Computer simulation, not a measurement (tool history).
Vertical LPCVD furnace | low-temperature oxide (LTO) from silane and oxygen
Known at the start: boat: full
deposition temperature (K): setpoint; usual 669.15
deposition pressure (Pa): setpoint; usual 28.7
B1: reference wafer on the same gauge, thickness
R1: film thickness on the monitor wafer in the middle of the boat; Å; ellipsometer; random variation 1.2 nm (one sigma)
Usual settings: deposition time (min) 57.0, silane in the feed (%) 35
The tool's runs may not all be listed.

run 1 hour=0.0 | deposition_temperature_(K)=669.15 deposition_pressure_(Pa)=28.7 deposition_time_(min)=57.0 silane_in_the_feed_(%)=35 | B1=479.11 | R1=4571.8
run 2 hour=45.3 | deposition_temperature_(K)=669.15 deposition_pressure_(Pa)=28.7 deposition_time_(min)=57.0 silane_in_the_feed_(%)=35 | B1=478.88 | R1=4579.7
run 3 hour=88.1 | deposition_temperature_(K)=669.15 deposition_pressure_(Pa)=28.7 deposition_time_(min)=57.0 silane_in_the_feed_(%)=35 | B1=478.79 | R1=4577.9
run 4 hour=146.4 | deposition_temperature_(K)=660.15 deposition_pressure_(Pa)=28.7 deposition_time_(min)=57.0 silane_in_the_feed_(%)=35 | B1=479.00 | R1=4135.4
run 5 hour=185.0 | deposition_temperature_(K)=669.15 deposition_pressure_(Pa)=32.7 deposition_time_(min)=57.0 silane_in_the_feed_(%)=35 | B1=479.14 | R1=5214.7
run 6 hour=234.1 | deposition_temperature_(K)=669.15 deposition_pressure_(Pa)=32.7 deposition_time_(min)=57.0 silane_in_the_feed_(%)=35 | B1=479.00 | R1=5207.1
run 7 hour=263.7 | deposition_temperature_(K)=669.15 deposition_pressure_(Pa)=28.7 deposition_time_(min)=46.0 silane_in_the_feed_(%)=35 | B1=479.02 | R1=3726.2
run 8 hour=289.6 | deposition_temperature_(K)=669.15 deposition_pressure_(Pa)=28.7 deposition_time_(min)=46.0 silane_in_the_feed_(%)=35 | B1=478.82 | R1=3738.9
run 9 hour=327.0 | deposition_temperature_(K)=669.15 deposition_pressure_(Pa)=28.7 deposition_time_(min)=57.0 silane_in_the_feed_(%)=35 | B1=478.90 | R1=4633.0
run 10 hour=367.3 | deposition_temperature_(K)=669.15 deposition_pressure_(Pa)=28.7 deposition_time_(min)=57.0 silane_in_the_feed_(%)=35 | B1=478.88 | R1=4641.2
-- hour=426.3 gauge calibrated
run 11 hour=428.4 | deposition_temperature_(K)=669.15 deposition_pressure_(Pa)=28.7 deposition_time_(min)=57.0 silane_in_the_feed_(%)=35 | B1=478.81 | R1=4671.1
run 12 hour=470.7 | deposition_temperature_(K)=669.15 deposition_pressure_(Pa)=28.7 deposition_time_(min)=57.0 silane_in_the_feed_(%)=35 | B1=478.90 | R1=4650.7
-- hour=549.4 thermocouples replaced and temperature profile calibrated
run 13 hour=549.9 | deposition_temperature_(K)=669.15 deposition_pressure_(Pa)=28.7 deposition_time_(min)=57.0 silane_in_the_feed_(%)=35 | B1=479.15 | R1=4656.6
run 14 hour=610.3 | deposition_temperature_(K)=669.15 deposition_pressure_(Pa)=28.7 deposition_time_(min)=57.0 silane_in_the_feed_(%)=35 | B1=479.09 | R1=4661.7
-- hour=689.4 silane flow controller replaced
run 15 hour=689.9 | deposition_temperature_(K)=658.15 deposition_pressure_(Pa)=28.7 deposition_time_(min)=40.0 silane_in_the_feed_(%)=37 | B1=479.16 | R1=2904.0
run 16 hour=739.2 | deposition_temperature_(K)=669.15 deposition_pressure_(Pa)=25.3 deposition_time_(min)=50.5 silane_in_the_feed_(%)=35 | B1=479.18 | R1=3451.1
-- hour=777.3 pressure gauge zeroed
run 17 hour=796.2 | deposition_temperature_(K)=669.15 deposition_pressure_(Pa)=28.7 deposition_time_(min)=57.0 silane_in_the_feed_(%)=35 | B1=478.83 | R1=4202.3
run 18 hour=865.1 | deposition_temperature_(K)=669.15 deposition_pressure_(Pa)=26.0 deposition_time_(min)=57.0 silane_in_the_feed_(%)=35 | B1=478.73 | R1=3805.6
run 19 hour=896.3 | deposition_temperature_(K)=669.15 deposition_pressure_(Pa)=31.3 deposition_time_(min)=57.0 silane_in_the_feed_(%)=35 | B1=478.99 | R1=4589.8
run 20 hour=925.7 | deposition_temperature_(K)=678.15 deposition_pressure_(Pa)=36.0 deposition_time_(min)=35.5 silane_in_the_feed_(%)=38 | B1=478.64 | R1=4024.5
run 21 hour=981.3 | deposition_temperature_(K)=664.15 deposition_pressure_(Pa)=28.7 deposition_time_(min)=77.0 silane_in_the_feed_(%)=35 | B1=479.15 | R1=5359.8
run 22 hour=1027.3 | deposition_temperature_(K)=669.15 deposition_pressure_(Pa)=25.3 deposition_time_(min)=50.5 silane_in_the_feed_(%)=35 | B1=479.22 | R1=3299.8
run 23 hour=1085.8 | deposition_temperature_(K)=669.15 deposition_pressure_(Pa)=26.0 deposition_time_(min)=57.0 silane_in_the_feed_(%)=35 | B1=479.06 | R1=3810.9
run 24 hour=1122.9 | deposition_temperature_(K)=669.15 deposition_pressure_(Pa)=31.3 deposition_time_(min)=57.0 silane_in_the_feed_(%)=38 | B1=479.15 | R1=5105.8
run 25 hour=1168.8 | deposition_temperature_(K)=664.15 deposition_pressure_(Pa)=28.7 deposition_time_(min)=57.0 silane_in_the_feed_(%)=29 | B1=479.18 | R1=3014.7
run 26 hour=1237.6 | deposition_temperature_(K)=669.15 deposition_pressure_(Pa)=28.7 deposition_time_(min)=57.0 silane_in_the_feed_(%)=35 | B1=479.26 | R1=4186.2
run 27 hour=1303.7 | deposition_temperature_(K)=677.15 deposition_pressure_(Pa)=28.7 deposition_time_(min)=57.0 silane_in_the_feed_(%)=35 | B1=478.87 | R1=4628.5

The tool's hidden state at each run:
true tube temperature minus thermocouple reading, K: 0 in every run
gauge reads high (%): 0 in every run
H1: true pressure minus gauge reading, mTorr
H2: deviation of the silane flow from its setpoint, %
run=1 H1=6.49 H2=5.48
run=2 H1=6.65 H2=5.59
run=3 H1=6.82 H2=5.7
run=4 H1=7.04 H2=5.84
run=5 H1=7.19 H2=5.94
run=6 H1=7.38 H2=6.06
run=7 H1=7.5 H2=6.14
run=8 H1=7.6 H2=6.2
run=9 H1=7.75 H2=6.3
run=10 H1=7.91 H2=6.4
run=11 H1=8.16 H2=6.56
run=12 H1=8.34 H2=6.67
run=13 H1=8.67 H2=6.88
run=14 H1=8.93 H2=7.05
run=15 H1=9.28 H2=-1.07
run=16 H1=9.5 H2=-1.07
run=17 H1=0.221 H2=-1.07
run=18 H1=0.225 H2=-1.06
run=19 H1=0.228 H2=-1.06
run=20 H1=0.232 H2=-1.05
run=21 H1=0.243 H2=-1.05
run=22 H1=0.254 H2=-1.04
run=23 H1=0.271 H2=-1.03
run=24 H1=0.284 H2=-1.02
run=25 H1=0.302 H2=-1.01
run=26 H1=0.332 H2=-0.995
run=27 H1=0.367 H2=-0.976
